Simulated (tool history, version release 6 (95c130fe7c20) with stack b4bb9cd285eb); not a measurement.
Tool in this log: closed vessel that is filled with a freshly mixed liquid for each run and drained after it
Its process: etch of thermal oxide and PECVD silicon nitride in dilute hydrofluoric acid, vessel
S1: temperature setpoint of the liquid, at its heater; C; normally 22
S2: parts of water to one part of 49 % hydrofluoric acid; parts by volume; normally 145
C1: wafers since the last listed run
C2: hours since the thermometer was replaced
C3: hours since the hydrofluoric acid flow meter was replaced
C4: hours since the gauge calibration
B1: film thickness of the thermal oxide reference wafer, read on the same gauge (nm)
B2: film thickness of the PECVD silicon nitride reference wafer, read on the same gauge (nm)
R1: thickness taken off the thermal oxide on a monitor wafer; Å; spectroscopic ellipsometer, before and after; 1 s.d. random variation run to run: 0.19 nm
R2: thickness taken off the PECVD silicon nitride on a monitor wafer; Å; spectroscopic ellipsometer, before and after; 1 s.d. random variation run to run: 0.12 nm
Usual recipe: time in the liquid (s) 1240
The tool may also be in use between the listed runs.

{"run": 1, "hour": 0.0, "S1": 22, "S2": 145, "time in the liquid (s)": 1240, "C1": 0, "C2": 383.2, "C3": 784.9, "C4": 1470.9, "B1": 140.02, "B2": 60, "R1": 355.6, "R2": 204.9}
{"run": 2, "hour": 54.3, "S1": 22, "S2": 145, "time in the liquid (s)": 1240, "C1": 2897, "C2": 437.5, "C3": 839.2, "C4": 1525.2, "B1": 140.01, "B2": 59.98, "R1": 359.2, "R2": 206.9}
{"hour": 75.9, "done": "gauge calibrated"}
{"run": 3, "hour": 108.4, "S1": 22, "S2": 145, "time in the liquid (s)": 1240, "C1": 2887, "C2": 491.6, "C3": 893.3, "C4": 32.5, "B1": 140.02, "B2": 60.02, "R1": 359.4, "R2": 208.2}
{"run": 4, "hour": 145.3, "S1": 24.5, "S2": 145, "time in the liquid (s)": 1240, "C1": 1969, "C2": 528.5, "C3": 930.2, "C4": 69.4, "B1": 139.99, "B2": 59.98, "R1": 395.8, "R2": 244.1}
{"hour": 153.8, "done": "hydrofluoric acid flow meter replaced"}
{"run": 5, "hour": 176.2, "S1": 24.5, "S2": 145, "time in the liquid (s)": 1240, "C1": 1595, "C2": 559.4, "C3": 22.4, "C4": 100.3, "B1": 139.98, "B2": 59.99, "R1": 431.2, "R2": 260.3}
{"hour": 200.4, "done": "thermometer replaced"}
{"run": 6, "hour": 234.8, "S1": 22, "S2": 145, "time in the liquid (s)": 1675, "C1": 3073, "C2": 34.4, "C3": 81, "C4": 158.9, "B1": 140.01, "B2": 60.03, "R1": 498.1, "R2": 274.9}
{"run": 7, "hour": 267.6, "S1": 22, "S2": 145, "time in the liquid (s)": 1675, "C1": 1750, "C2": 67.2, "C3": 113.8, "C4": 191.7, "B1": 140.03, "B2": 60.01, "R1": 498.5, "R2": 280}
{"run": 8, "hour": 301.5, "S1": 22, "S2": 145, "time in the liquid (s)": 1545, "C1": 1809, "C2": 101.1, "C3": 147.7, "C4": 225.6, "B1": 140, "B2": 59.97, "R1": 460.9, "R2": 256.3}
{"run": 9, "hour": 449.2, "S1": 26, "S2": 125, "time in the liquid (s)": 535, "C1": 7882, "C2": 248.8, "C3": 295.4, "C4": 373.3, "B1": 140.02, "B2": 60, "R1": 221.3, "R2": 135.4}
{"run": 10, "hour": 499.2, "S1": 27, "S2": 145, "time in the liquid (s)": 1465, "C1": 2668, "C2": 298.8, "C3": 345.4, "C4": 423.3, "B1": 139.99, "B2": 59.99, "R1": 523.8, "R2": 342.6}
{"run": 11, "hour": 530.3, "S1": 22, "S2": 145, "time in the liquid (s)": 1545, "C1": 1659, "C2": 329.9, "C3": 376.5, "C4": 454.4, "B1": 140, "B2": 60.04, "R1": 461, "R2": 260.6}
{"run": 12, "hour": 567.0, "S1": 24.5, "S2": 120, "time in the liquid (s)": 870, "C1": 1958, "C2": 366.6, "C3": 413.2, "C4": 491.1, "B1": 139.98, "B2": 60.03, "R1": 358.5, "R2": 209.7}
{"run": 13, "hour": 630.5, "S1": 24.5, "S2": 215, "time in the liquid (s)": 1490, "C1": 3388, "C2": 430.1, "C3": 476.7, "C4": 554.6, "B1": 139.99, "B2": 59.99, "R1": 303.3, "R2": 203.4}
{"hour": 647.8, "done": "thermometer replaced"}
{"run": 14, "hour": 663.4, "S1": 22, "S2": 195, "time in the liquid (s)": 1440, "C1": 1702, "C2": 15.6, "C3": 509.6, "C4": 587.5, "B1": 140, "B2": 60.01, "R1": 290.9, "R2": 173.5}
{"run": 15, "hour": 709.5, "S1": 22, "S2": 120, "time in the liquid (s)": 695, "C1": 2460, "C2": 61.7, "C3": 555.7, "C4": 633.6, "B1": 140.01, "B2": 60.04, "R1": 247.5, "R2": 133.9}
{"run": 16, "hour": 780.3, "S1": 24.5, "S2": 195, "time in the liquid (s)": 760, "C1": 3778, "C2": 132.5, "C3": 626.5, "C4": 704.4, "B1": 140.01, "B2": 60.01, "R1": 168.7, "R2": 110}
{"run": 17, "hour": 925.7, "S1": 22, "S2": 190, "time in the liquid (s)": 1860, "C1": 7759, "C2": 277.9, "C3": 771.9, "C4": 849.8, "B1": 139.99, "B2": 60.03, "R1": 390.4, "R2": 234.5}
{"run": 18, "hour": 992.4, "S1": 22, "S2": 145, "time in the liquid (s)": 1240, "C1": 3559, "C2": 344.6, "C3": 838.6, "C4": 916.5, "B1": 140, "B2": 60.02, "R1": 358.9, "R2": 205}
{"run": 19, "hour": 1032.5, "S1": 23.5, "S2": 205, "time in the liquid (s)": 685, "C1": 2140, "C2": 384.7, "C3": 878.7, "C4": 956.6, "B1": 139.98, "B2": 60, "R1": 138, "R2": 89}
{"run": 20, "hour": 1074.5, "S1": 22, "S2": 145, "time in the liquid (s)": 870, "C1": 2241, "C2": 426.7, "C3": 920.7, "C4": 998.6, "B1": 140.01, "B2": 60.02, "R1": 252.4, "R2": 144.9}
{"hour": 1097.4, "done": "hydrofluoric acid flow meter replaced"}
{"run": 21, "hour": 1124.7, "S1": 22, "S2": 145, "time in the liquid (s)": 1240, "C1": 2625, "C2": 476.9, "C3": 27.3, "C4": 1048.8, "B1": 139.99, "B2": 59.99, "R1": 385.4, "R2": 219.5}
{"run": 22, "hour": 1178.5, "S1": 17.5, "S2": 125, "time in the liquid (s)": 600, "C1": 2871, "C2": 530.7, "C3": 81.1, "C4": 1102.6, "B1": 139.98, "B2": 60.02, "R1": 184.3, "R2": 91.6}
{"hour": 1206.4, "done": "thermometer replaced"}
{"run": 23, "hour": 1218.1, "S1": 22, "S2": 145, "time in the liquid (s)": 1240, "C1": 2059, "C2": 11.7, "C3": 120.7, "C4": 1142.2, "B1": 140.01, "B2": 59.99, "R1": 367.7, "R2": 205.6}

What does the tool deliver on the next run?
{"run": 24, "hour": 1257.2, "S1": 17.5, "S2": 165, "time in the liquid (s)": 1240, "C1": 2086, "C2": 50.8, "C3": 159.8, "C4": 1181.3, "B1": "?", "B2": "?", "R1": "?", "R2": "?"}

B1: 140
B2: 59.98
R1: 265.2 Å
R2: 134.1 Å
With the hidden condition absent and the run-to-run variation left alone, this run would have shown R1 267.8 Å, R2 134 Å.
